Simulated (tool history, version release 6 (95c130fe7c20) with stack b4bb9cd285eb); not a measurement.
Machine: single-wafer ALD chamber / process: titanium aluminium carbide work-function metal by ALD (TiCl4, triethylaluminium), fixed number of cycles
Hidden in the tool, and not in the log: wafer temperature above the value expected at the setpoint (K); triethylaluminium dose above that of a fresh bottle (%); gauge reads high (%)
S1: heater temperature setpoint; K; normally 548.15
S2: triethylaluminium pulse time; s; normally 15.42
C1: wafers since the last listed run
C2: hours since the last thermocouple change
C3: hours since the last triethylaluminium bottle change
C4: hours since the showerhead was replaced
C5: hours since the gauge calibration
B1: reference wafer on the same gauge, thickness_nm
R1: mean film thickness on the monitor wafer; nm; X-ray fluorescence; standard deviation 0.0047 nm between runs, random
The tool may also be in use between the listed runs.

Run 1, day 0.000: usual settings; C1 0; C2 1438.6; C3 1231.0; C4 1687.9; C5 411.8; B1 2.231. Result: R1 1.881 nm.
Run 2, day 0.546: usual settings; C1 77; C2 1451.7; C3 1244.1; C4 1701.0; C5 424.9; B1 2.231. Result: R1 1.877 nm.
Run 3, day 1.183: usual settings; C1 90; C2 1467.0; C3 1259.4; C4 1716.3; C5 440.2; B1 2.230. Result: R1 1.883 nm.
Run 4, day 2.404: usual settings; C1 173; C2 1496.3; C3 1288.7; C4 1745.6; C5 469.5; B1 2.231. Result: R1 1.870 nm.
Run 5, day 3.183: usual settings; C1 111; C2 1515.0; C3 1307.4; C4 1764.3; C5 488.2; B1 2.231. Result: R1 1.868 nm.
Run 6, day 3.888: usual settings; C1 100; C2 1531.9; C3 1324.3; C4 1781.2; C5 505.1; B1 2.231. Result: R1 1.878 nm.
Run 7, day 4.908: usual settings; C1 145; C2 1556.4; C3 1348.8; C4 1805.7; C5 529.6; B1 2.230. Result: R1 1.870 nm.
Run 8, day 5.983: usual settings; C1 153; C2 1582.2; C3 1374.6; C4 1831.5; C5 555.4; B1 2.230. Result: R1 1.863 nm.
Run 9, day 6.683: usual settings; C1 99; C2 1599.0; C3 1391.4; C4 1848.3; C5 572.2; B1 2.230. Result: R1 1.872 nm.
Run 10, day 7.196: usual settings; C1 73; C2 1611.3; C3 1403.7; C4 1860.6; C5 584.5; B1 2.231. Result: R1 1.862 nm.
Run 11, day 8.254: usual settings but S2 12.51 s; C1 150; C2 1636.7; C3 1429.1; C4 1886.0; C5 609.9; B1 2.229. Result: R1 1.819 nm.
Run 12, day 9.517: usual settings; C1 179; C2 1667.0; C3 1459.4; C4 1916.3; C5 640.2; B1 2.231. Result: R1 1.853 nm.
Run 13, day 10.242: usual settings; C1 103; C2 1684.4; C3 1476.8; C4 1933.7; C5 657.6; B1 2.229. Result: R1 1.852 nm.
Run 14, day 12.354: usual settings; C1 300; C2 1735.1; C3 1527.5; C4 1984.4; C5 708.3; B1 2.229. Result: R1 1.855 nm.
Run 15, day 13.733: usual settings but S1 552.15 K, S2 19.73 s; C1 196; C2 1768.2; C3 1560.6; C4 2017.5; C5 741.4; B1 2.230. Result: R1 1.917 nm.
Run 16, day 14.721: usual settings but S1 552.15 K, S2 19.73 s; C1 140; C2 1791.9; C3 1584.3; C4 2041.2; C5 765.1; B1 2.231. Result: R1 1.927 nm.
Run 17, day 16.000: usual settings but S1 541.15 K, S2 21.06 s; C1 182; C2 1822.6; C3 1615.0; C4 2071.9; C5 795.8; B1 2.231. Result: R1 1.811 nm.
At day 16.417: gauge calibrated.
At day 16.962: thermocouple changed; heater temperature recalibrated.
At day 17.667: triethylaluminium bottle replaced.
Run 18, day 17.688: usual settings but S1 557.15 K, S2 20.63 s; C1 145; C2 17.4; C3 0.5; C4 2112.4; C5 30.5; B1 2.228. Result: R1 1.991 nm.
Run 19, day 18.350: usual settings but S1 536.15 K, S2 17.43 s; C1 94; C2 33.3; C3 16.4; C4 2128.3; C5 46.4; B1 2.232. Result: R1 1.779 nm.
Run 20, day 19.462: usual settings but S1 561.15 K, S2 17.09 s; C1 158; C2 60.0; C3 43.1; C4 2155.0; C5 73.1; B1 2.230. Result: R1 2.029 nm.
Run 21, day 20.600: usual settings but S2 21.52 s; C1 162; C2 87.3; C3 70.4; C4 2182.3; C5 100.4; B1 2.230. Result: R1 1.899 nm.
Run 22, day 21.196: usual settings but S1 542.15 K; C1 84; C2 101.6; C3 84.7; C4 2196.6; C5 114.7; B1 2.229. Result: R1 1.824 nm.
At day 22.188: showerhead replaced.
Run 23, day 22.671: usual settings but S1 543.15 K, S2 19.73 s; C1 162; C2 137.0; C3 120.1; C4 11.6; C5 150.1; B1 2.230. Result: R1 1.853 nm.
Run 24, day 23.296: usual settings; C1 89; C2 152.0; C3 135.1; C4 26.6; C5 165.1; B1 2.230. Result: R1 1.897 nm.
Run 25, day 24.600: usual settings but S1 539.15 K, S2 19.48 s; C1 185; C2 183.3; C3 166.4; C4 57.9; C5 196.4; B1 2.230. Result: R1 1.806 nm.
Run 26, day 25.729: usual settings; C1 160; C2 210.4; C3 193.5; C4 85.0; C5 223.5; B1 2.230. Result: R1 1.891 nm.
Run 27, day 26.912: usual settings but S1 558.15 K; C1 168; C2 238.8; C3 221.9; C4 113.4; C5 251.9; B1 2.232. Result: R1 1.999 nm.
Run 28, day 28.279: usual settings but S1 555.15 K, S2 17.86 s; C1 194; C2 271.6; C3 254.7; C4 146.2; C5 284.7; B1 2.230. Result: R1 1.971 nm.

Below are 3 alternative next runs, each starting from the tool's condition after run 28. Predict each:
Run A, day 28.296: usual settings but S2 12.02 s; C1 2; C2 272.0; C3 255.1; C4 146.6; C5 285.1; B1 ?. Result: R1 ?.
Run B, day 28.296: usual settings but S1 560.15 K, S2 9.32 s; C1 2; C2 272.0; C3 255.1; C4 146.6; C5 285.1; B1 ?. Result: R1 ?.
Run C, day 28.296: usual settings but S1 556.15 K, S2 10.14 s; C1 2; C2 272.0; C3 255.1; C4 146.6; C5 285.1; B1 ?. Result: R1 ?.

run     B1     R1
  A  2.230  1.869
  B  2.230  1.946
  C  2.230  1.924
Take away the tool's hidden state, keep each run's random variation, and the runs would have read:
run     R1
  A  1.871
  B  1.950
  C  1.927
